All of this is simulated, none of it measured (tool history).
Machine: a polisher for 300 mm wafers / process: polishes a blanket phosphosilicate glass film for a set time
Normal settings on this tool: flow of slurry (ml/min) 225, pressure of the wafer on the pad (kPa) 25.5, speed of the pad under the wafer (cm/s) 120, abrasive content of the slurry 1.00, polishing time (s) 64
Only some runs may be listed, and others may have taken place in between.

run	hour	flow of slurry (ml/min)	pressure of the wafer on the pad (kPa)	speed of the pad under the wafer (cm/s)	abrasive content of the slurry	polishing time (s)	wafers since the last listed run	wafers polished on this pad	hours since the slurry nozzle was cleaned	hours since the head pressure was calibrated	hours since the slurry blender was calibrated	hours since the conditioning disc was replaced	incoming thickness of the incoming film, nm	film removed (Å)
1	0.0	205	25.5	120	1.00	64	0	1078	506.0	65.4	106.9	246.5	2102.3	7629
2	60.9	205	25.5	120	1.00	64	487	1565	566.9	126.3	167.8	307.4	2110.0	7617
3	119.2	225	25.5	120	1.00	64	466	2031	625.2	184.6	226.1	365.7	2161.8	7873
# hour 154.2: worn pad replaced by a new one
4	178.6	225	20.0	120	1.00	64	443	195	684.6	244.0	285.5	425.1	2125.6	6265
# hour 205.7: slurry nozzle cleaned
5	207.9	225	20.0	120	1.00	64	226	421	2.2	273.3	314.8	454.4	2130.8	6192
# hour 223.5: conditioning disc replaced and pad reconditioned
6	232.9	225	20.0	120	1.00	64	183	605	27.2	298.3	339.8	9.4	2138.7	6246
7	299.3	225	29.0	120	1.15	84	530	1136	93.6	364.7	406.2	75.8	2138.8	11964
# hour 308.7: slurry blender recalibrated
# hour 336.5: head pressure recalibrated
8	370.1	265	32.4	80	0.80	64	534	1670	164.4	33.6	61.4	146.6	2103.6	6602
9	414.9	195	34.5	136	1.20	64	358	2029	209.2	78.4	106.2	191.4	2130.5	11502
10	459.8	225	25.5	120	1.00	64	359	2388	254.1	123.3	151.1	236.3	2098.5	7842
# hour 513.9: worn pad replaced by a new one
11	529.2	205	25.5	120	1.00	64	522	122	323.5	192.7	220.5	305.7	2134.0	7604
12	586.8	225	25.5	120	1.00	64	460	583	381.1	250.3	278.1	363.3	2115.3	7720
13	612.6	280	25.5	120	1.00	64	206	789	406.9	276.1	303.9	389.1	2168.1	8107
14	673.1	225	25.5	120	1.00	64	483	1273	467.4	336.6	364.4	449.6	2088.8	7812
# hour 695.3: conditioning disc replaced and pad reconditioned
# hour 714.0: slurry blender recalibrated
15	740.8	225	25.5	120	1.10	85	509	1782	535.1	404.3	26.8	45.5	2127.3	10715
# hour 750.6: head pressure recalibrated
16	794.1	270	25.5	108	1.00	64	410	2192	588.4	43.5	80.1	98.8	2144.9	7347
# hour 819.2: worn pad replaced by a new one
17	826.9	265	17.2	144	1.00	64	230	61	621.2	76.3	112.9	131.6	2165.2	6636
18	851.5	225	31.7	136	0.75	56	196	258	645.8	100.9	137.5	156.2	2106.7	8406
19	891.5	300	19.3	120	0.90	45	319	578	685.8	140.9	177.5	196.2	2127.0	4400
# hour 941.3: slurry nozzle cleaned
20	945.1	225	33.1	120	1.00	55	420	998	3.8	194.5	231.1	249.8	2094.2	8546
21	977.3	260	21.4	120	1.00	64	257	1256	36.0	226.7	263.3	282.0	2154.7	6786
22	1008.9	225	25.5	82	0.80	80	252	1508	67.6	258.3	294.9	313.6	2097.9	6744
23	1045.9	225	25.5	120	1.00	64	295	1804	104.6	295.3	331.9	350.6	2098.6	7718
24	1082.5	225	25.5	138	0.85	52	292	2097	141.2	331.9	368.5	387.2	2112.9	6676

For each run, what was the tool's unlogged condition?
removal rate lost through wear of the pad, %: 0 on each run
slurry flow missing at the pad, %: 0 on each run
deviation of the head's pressure from its setpoint, %: 0 on each run
abrasive missing from the slurry, %: 0 on each run
time polished since the conditioner stopped cutting, s: 0 on each run
